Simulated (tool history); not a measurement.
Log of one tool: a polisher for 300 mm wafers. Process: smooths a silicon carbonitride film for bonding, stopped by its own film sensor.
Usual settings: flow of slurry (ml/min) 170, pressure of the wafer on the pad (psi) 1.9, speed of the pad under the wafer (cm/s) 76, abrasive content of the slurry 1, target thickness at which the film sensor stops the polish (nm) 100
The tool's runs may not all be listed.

run     day  flow of slurry (ml/min)  pressure of the wafer on the pad (psi)  speed of the pad under the wafer (cm/s)  abrasive content of the slurry  target thickness at which the film sensor stops the polish (nm)  wafers since the last listed run  wafers polished on this pad  hours since the slurry nozzle was cleaned  hours since the head pressure was calibrated  hours since the slurry blender was calibrated  incoming thickness of the incoming film, nm  time until the film sensor stopped the polish (s)
  1       0                      170                                     1.9                                       76                               1                                                               95                                 0                          822                                      537.8                                        1157.5                                           45.4                                        119.1                                              131.1
  2   0.412                      170                                     1.9                                       76                               1                                                              100                                54                          876                                      547.7                                        1167.4                                           55.3                                        120.9                                              114.7
  3   1.321                      170                                     1.9                                       76                               1                                                              100                               119                          996                                      569.5                                        1189.2                                           77.1                                        119.7                                              106.2
  4   1.662                      170                                     1.9                                       76                               1                                                              100                                44                         1041                                      577.7                                        1197.4                                           85.3                                        120.4                                              113.5
  5   2.138                      170                                     1.9                                       76                               1                                                              100                                62                         1103                                      589.1                                        1208.8                                           96.7                                        119.1                                              104.8
  6   2.621                      170                                     1.9                                       76                               1                                                              100                                63                         1167                                      600.7                                        1220.4                                          108.3                                        120.3                                              110.9
      2.962  -- worn pad replaced by a new one
  7   2.983                      135                                     2.2                                       68                             0.8                                                              100                                25                            2                                      609.4                                        1229.1                                            117                                        120.4                                              139.1
  8   3.429                      170                                     1.5                                       68                            0.85                                                              100                                58                           61                                      620.1                                        1239.8                                          127.7                                        120.9                                              176.7
      3.592  -- slurry blender recalibrated
  9   4.079                      155                                     1.9                                       92                               1                                                              100                                74                          135                                      635.7                                        1255.4                                           11.7                                        120.7                                              103.9
 10   4.433                      190                                     2.1                                       76                               1                                                              100                                46                          182                                      644.2                                        1263.9                                           20.2                                        119.4                                                 97
 11   4.775                      170                                     1.9                                       54                               1                                                              100                                44                          227                                      652.4                                        1272.1                                           28.4                                        120.8                                              157.9
 12   5.038                      225                                     1.7                                       76                            0.75                                                              106                                34                          261                                      658.7                                        1278.4                                           34.7                                        122.2                                              120.5
 13   5.425                      170                                     2.4                                       76                             0.8                                                              100                                51                          312                                        668                                        1287.7                                             44                                        121.3                                              116.3
 14   5.896                      200                                     1.5                                       76                               1                                                              100                                61                          374                                      679.3                                          1299                                           55.3                                        119.9                                              136.3
 15   6.429                      170                                     1.9                                       76                               1                                                              102                                70                          445                                      692.1                                        1311.8                                           68.1                                        119.7                                              102.9
 16   6.729                      170                                     1.9                                       76                               1                                                              103                                39                          484                                      699.3                                          1319                                           75.3                                        119.5                                               93.5
 17     7.3                      225                                     1.6                                       76                               1                                                              100                                75                          559                                        713                                        1332.7                                             89                                        121.6                                              133.6
      7.708  -- head pressure recalibrated
 18   7.729                      215                                     2.5                                       90                               1                                                              106                                45                          605                                      723.3                                           0.5                                           99.3                                        120.8                                               53.7
      8.467  -- slurry nozzle cleaned
      9.438  -- slurry blender recalibrated
 19     9.7                      205                                     1.9                                       96                               1                                                              100                               242                          848                                       29.6                                          47.8                                            6.3                                        120.9                                               85.7
     10.404  -- worn pad replaced by a new one
 20  10.442                      170                                     2.2                                       76                            1.15                                                              100                                75                            4                                       47.4                                          65.6                                           24.1                                          121                                               85.8
 21  10.733                      205                                     1.9                                       96                               1                                                              100                                38                           43                                       54.4                                          72.6                                           31.1                                        119.9                                                 81
 22  12.471                      185                                     1.5                                       76                            0.85                                                              104                               228                          271                                       96.1                                         114.3                                           72.8                                        118.8                                                105
 23  13.075                      170                                     2.5                                       64                             1.2                                                               98                                79                          351                                      110.6                                         128.8                                           87.3                                        119.4                                               87.1
 24    13.5                      140                                     1.9                                       76                               1                                                              100                                55                          407                                      120.8                                           139                                           97.5                                        120.8                                              112.7
 25  13.958                      170                                     1.9                                       76                               1                                                              100                                60                          467                                      131.8                                           150                                          108.5                                        119.5                                              100.1
 26  14.512                      170                                     1.9                                       76                               1                                                              100                                72                          540                                      145.1                                         163.3                                          121.8                                        122.2                                              114.9
     14.708  -- slurry blender recalibrated
 27  14.883                      170                                     1.9                                       76                               1                                                              100                                37                          578                                        154                                         172.2                                            4.2                                        121.2                                              109.5
 28  15.175                      170                                     1.9                                       76                               1                                                              100                                38                          616                                        161                                         179.2                                           11.2                                        121.8                                              112.8
 29  15.833                      200                                     1.2                                       76                            1.25                                                              100                                86                          703                                      176.8                                           195                                             27                                        121.9                                              143.3

Hidden state at the last listed run before each entry between runs and at the first one after, where it differs:
Between runs 6 and 7: worn pad replaced by a new one (day 2.962)
  slurry flow missing at the pad, %: 40.6 -> 41.1
  measured less the result without the state, time until the film sensor stopped the polish (s): +10.4 -> +16.1
Between runs 8 and 9: slurry blender recalibrated (day 3.592)
  slurry flow missing at the pad, %: 41.8 -> 42.8
  measured less the result without the state, time until the film sensor stopped the polish (s): +17.3 -> +11.4
Between runs 17 and 18: head pressure recalibrated (day 7.708)
  slurry flow missing at the pad, %: 47.5 -> 48.2
  measured less the result without the state, time until the film sensor stopped the polish (s): +12.7 -> +5.4
Between runs 18 and 19: slurry nozzle cleaned (day 8.467); slurry blender recalibrated (day 9.438)
  slurry flow missing at the pad, %: 48.2 -> 3.6
  measured less the result without the state, time until the film sensor stopped the polish (s): +5.4 -> +0.4
Between runs 19 and 20: worn pad replaced by a new one (day 10.404)
  slurry flow missing at the pad, %: 3.6 -> 4.7
  measured less the result without the state, time until the film sensor stopped the polish (s): +0.4 -> +0.7
Between runs 26 and 27: slurry blender recalibrated (day 14.708)
  slurry flow missing at the pad, %: 10.7 -> 11.3
  measured less the result without the state, time until the film sensor stopped the polish (s): +2.1 -> +2.1
